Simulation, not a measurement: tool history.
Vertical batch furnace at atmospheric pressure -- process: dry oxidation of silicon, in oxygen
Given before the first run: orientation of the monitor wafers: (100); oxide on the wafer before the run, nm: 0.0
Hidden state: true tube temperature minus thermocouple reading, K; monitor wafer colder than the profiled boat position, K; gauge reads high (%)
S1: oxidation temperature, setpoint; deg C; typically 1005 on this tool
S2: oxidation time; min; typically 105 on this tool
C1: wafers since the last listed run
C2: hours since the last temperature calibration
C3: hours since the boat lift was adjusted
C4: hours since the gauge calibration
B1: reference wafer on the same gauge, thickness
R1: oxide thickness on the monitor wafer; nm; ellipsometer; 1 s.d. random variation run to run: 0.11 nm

| run | hour | S1 | S2 | C1 | C2 | C3 | C4 | B1 | R1 |
|---|---|---|---|---|---|---|---|---|---|
| 1 | 0 | 1005 | 105 | 0 | 2830.6 | 4935.5 | 66.3 | 75.48 | 75.5 |
| 2 | 9.1 | 1016 | 105 | 144 | 2839.7 | 4944.6 | 75.4 | 75.45 | 83.62 |
| 3 | 16.4 | 1016 | 105 | 115 | 2847 | 4951.9 | 82.7 | 75.43 | 83.61 |
| 4 | 25.4 | 1016 | 105 | 142 | 2856 | 4960.9 | 91.7 | 75.41 | 83.45 |
| 5 | 39.4 | 1005 | 145.5 | 222 | 2870 | 4974.9 | 105.7 | 75.36 | 94.24 |
| 6 | 47.9 | 1005 | 145.5 | 134 | 2878.5 | 4983.4 | 114.2 | 75.31 | 94.09 |
| 7 | 62.9 | 1005 | 145.5 | 238 | 2893.5 | 4998.4 | 129.2 | 75.31 | 94.15 |
| 8 | 70 | 1005 | 132.5 | 112 | 2900.6 | 5005.5 | 136.3 | 75.25 | 88.15 |
| 9 | 78.3 | 1005 | 132.5 | 131 | 2908.9 | 5013.8 | 144.6 | 75.22 | 88.19 |
| 10 | 91.9 | 1005 | 132.5 | 215 | 2922.5 | 5027.4 | 158.2 | 75.22 | 88.38 |
| 11 | 98.8 | 1005 | 105 | 109 | 2929.4 | 5034.3 | 165.1 | 75.19 | 75.05 |
|  | 114.7 | gauge calibrated |
|  | 133.6 | thermocouples replaced and temperature profile calibrated |
| 12 | 134.1 | 1025 | 68 | 179 | 0.5 | 5069.6 | 19.4 | 75.68 | 68.06 |

Predict the results of run 13:
| 13 | 147 | 1024 | 124.5 | 204 | 13.4 | 5082.5 | 32.3 | ? | ? |

{"run 13": {"B1": 75.64, "R1": 100.67}}
Were there no unlogged condition in the tool, this run, its random variation unchanged, would have produced R1 100.76 nm.

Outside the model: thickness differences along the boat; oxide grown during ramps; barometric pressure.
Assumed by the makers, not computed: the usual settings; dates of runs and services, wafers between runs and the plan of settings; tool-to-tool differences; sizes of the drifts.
